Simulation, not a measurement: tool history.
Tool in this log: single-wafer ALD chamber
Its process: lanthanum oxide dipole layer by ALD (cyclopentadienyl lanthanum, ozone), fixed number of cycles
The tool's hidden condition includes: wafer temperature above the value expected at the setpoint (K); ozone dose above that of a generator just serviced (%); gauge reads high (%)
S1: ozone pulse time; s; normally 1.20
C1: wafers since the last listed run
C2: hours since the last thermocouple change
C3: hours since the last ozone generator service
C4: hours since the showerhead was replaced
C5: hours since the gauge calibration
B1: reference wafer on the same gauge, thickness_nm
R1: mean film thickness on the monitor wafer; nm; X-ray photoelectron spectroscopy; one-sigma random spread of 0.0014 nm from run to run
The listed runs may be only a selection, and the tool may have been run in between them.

{"run": 1, "hour": 0.0, "S1": 1.06, "C1": 0, "C2": 2060.4, "C3": 755.1, "C4": 3781.3, "C5": 186.6, "B1": 0.478, "R1": 0.499}
{"run": 2, "hour": 15.6, "S1": 1.2, "C1": 383, "C2": 2076.0, "C3": 770.7, "C4": 3796.9, "C5": 202.2, "B1": 0.478, "R1": 0.512}
{"run": 3, "hour": 32.1, "S1": 1.2, "C1": 405, "C2": 2092.5, "C3": 787.2, "C4": 3813.4, "C5": 218.7, "B1": 0.478, "R1": 0.511}
{"run": 4, "hour": 47.3, "S1": 1.2, "C1": 373, "C2": 2107.7, "C3": 802.4, "C4": 3828.6, "C5": 233.9, "B1": 0.478, "R1": 0.51}
{"run": 5, "hour": 74.0, "S1": 1.01, "C1": 656, "C2": 2134.4, "C3": 829.1, "C4": 3855.3, "C5": 260.6, "B1": 0.478, "R1": 0.493}
{"hour": 89.2, "done": "ozone generator serviced"}
{"run": 6, "hour": 89.7, "S1": 1.01, "C1": 189, "C2": 2150.1, "C3": 0.5, "C4": 3871.0, "C5": 276.3, "B1": 0.478, "R1": 0.494}
{"run": 7, "hour": 95.9, "S1": 1.01, "C1": 152, "C2": 2156.3, "C3": 6.7, "C4": 3877.2, "C5": 282.5, "B1": 0.478, "R1": 0.491}
{"run": 8, "hour": 120.3, "S1": 1.44, "C1": 599, "C2": 2180.7, "C3": 31.1, "C4": 3901.6, "C5": 306.9, "B1": 0.478, "R1": 0.527}
{"run": 9, "hour": 127.7, "S1": 1.2, "C1": 181, "C2": 2188.1, "C3": 38.5, "C4": 3909.0, "C5": 314.3, "B1": 0.478, "R1": 0.511}
{"run": 10, "hour": 144.1, "S1": 1.2, "C1": 403, "C2": 2204.5, "C3": 54.9, "C4": 3925.4, "C5": 330.7, "B1": 0.478, "R1": 0.512}
{"run": 11, "hour": 154.2, "S1": 1.2, "C1": 248, "C2": 2214.6, "C3": 65.0, "C4": 3935.5, "C5": 340.8, "B1": 0.478, "R1": 0.512}
{"run": 12, "hour": 165.2, "S1": 1.2, "C1": 270, "C2": 2225.6, "C3": 76.0, "C4": 3946.5, "C5": 351.8, "B1": 0.478, "R1": 0.511}
{"run": 13, "hour": 173.2, "S1": 1.2, "C1": 196, "C2": 2233.6, "C3": 84.0, "C4": 3954.5, "C5": 359.8, "B1": 0.478, "R1": 0.511}
{"hour": 181.6, "done": "thermocouple changed; heater temperature recalibrated"}
{"run": 14, "hour": 184.9, "S1": 1.2, "C1": 90, "C2": 3.3, "C3": 95.7, "C4": 3966.2, "C5": 371.5, "B1": 0.478, "R1": 0.514}
{"run": 15, "hour": 192.3, "S1": 0.91, "C1": 181, "C2": 10.7, "C3": 103.1, "C4": 3973.6, "C5": 378.9, "B1": 0.478, "R1": 0.48}
{"run": 16, "hour": 205.0, "S1": 1.44, "C1": 312, "C2": 23.4, "C3": 115.8, "C4": 3986.3, "C5": 391.6, "B1": 0.478, "R1": 0.526}
{"run": 17, "hour": 221.6, "S1": 0.76, "C1": 408, "C2": 40.0, "C3": 132.4, "C4": 4002.9, "C5": 408.2, "B1": 0.478, "R1": 0.454}
{"hour": 232.5, "done": "showerhead replaced"}
{"run": 18, "hour": 233.0, "S1": 1.2, "C1": 83, "C2": 51.4, "C3": 143.8, "C4": 0.5, "C5": 419.6, "B1": 0.478, "R1": 0.51}
{"run": 19, "hour": 244.6, "S1": 1.54, "C1": 285, "C2": 63.0, "C3": 155.4, "C4": 12.1, "C5": 431.2, "B1": 0.478, "R1": 0.533}
{"run": 20, "hour": 258.3, "S1": 1.38, "C1": 336, "C2": 76.7, "C3": 169.1, "C4": 25.8, "C5": 444.9, "B1": 0.478, "R1": 0.522}
{"run": 21, "hour": 267.8, "S1": 0.84, "C1": 233, "C2": 86.2, "C3": 178.6, "C4": 35.3, "C5": 454.4, "B1": 0.478, "R1": 0.466}
{"run": 22, "hour": 274.3, "S1": 1.2, "C1": 159, "C2": 92.7, "C3": 185.1, "C4": 41.8, "C5": 460.9, "B1": 0.478, "R1": 0.512}
{"run": 23, "hour": 291.8, "S1": 1.4, "C1": 430, "C2": 110.2, "C3": 202.6, "C4": 59.3, "C5": 478.4, "B1": 0.478, "R1": 0.526}
{"hour": 299.4, "done": "gauge calibrated"}
{"run": 24, "hour": 308.0, "S1": 1.2, "C1": 398, "C2": 126.4, "C3": 218.8, "C4": 75.5, "C5": 8.6, "B1": 0.478, "R1": 0.51}
{"run": 25, "hour": 314.7, "S1": 1.47, "C1": 164, "C2": 133.1, "C3": 225.5, "C4": 82.2, "C5": 15.3, "B1": 0.478, "R1": 0.53}
{"run": 26, "hour": 331.3, "S1": 1.49, "C1": 408, "C2": 149.7, "C3": 242.1, "C4": 98.8, "C5": 31.9, "B1": 0.478, "R1": 0.531}
{"run": 27, "hour": 340.1, "S1": 1.41, "C1": 216, "C2": 158.5, "C3": 250.9, "C4": 107.6, "C5": 40.7, "B1": 0.478, "R1": 0.526}
{"run": 28, "hour": 356.0, "S1": 1.62, "C1": 390, "C2": 174.4, "C3": 266.8, "C4": 123.5, "C5": 56.6, "B1": 0.478, "R1": 0.539}
{"run": 29, "hour": 367.6, "S1": 1.37, "C1": 285, "C2": 186.0, "C3": 278.4, "C4": 135.1, "C5": 68.2, "B1": 0.478, "R1": 0.524}
{"run": 30, "hour": 377.2, "S1": 1.2, "C1": 235, "C2": 195.6, "C3": 288.0, "C4": 144.7, "C5": 77.8, "B1": 0.478, "R1": 0.509}

The next listed run, before its measurement:
{"run": 31, "hour": 383.9, "S1": 1.32, "C1": 164, "C2": 202.3, "C3": 294.7, "C4": 151.4, "C5": 84.5, "B1": "?", "R1": "?"}

B1: 0.478
R1: 0.519 nm
Minus the tool's unlogged condition, the same run would have read R1 0.519 nm.
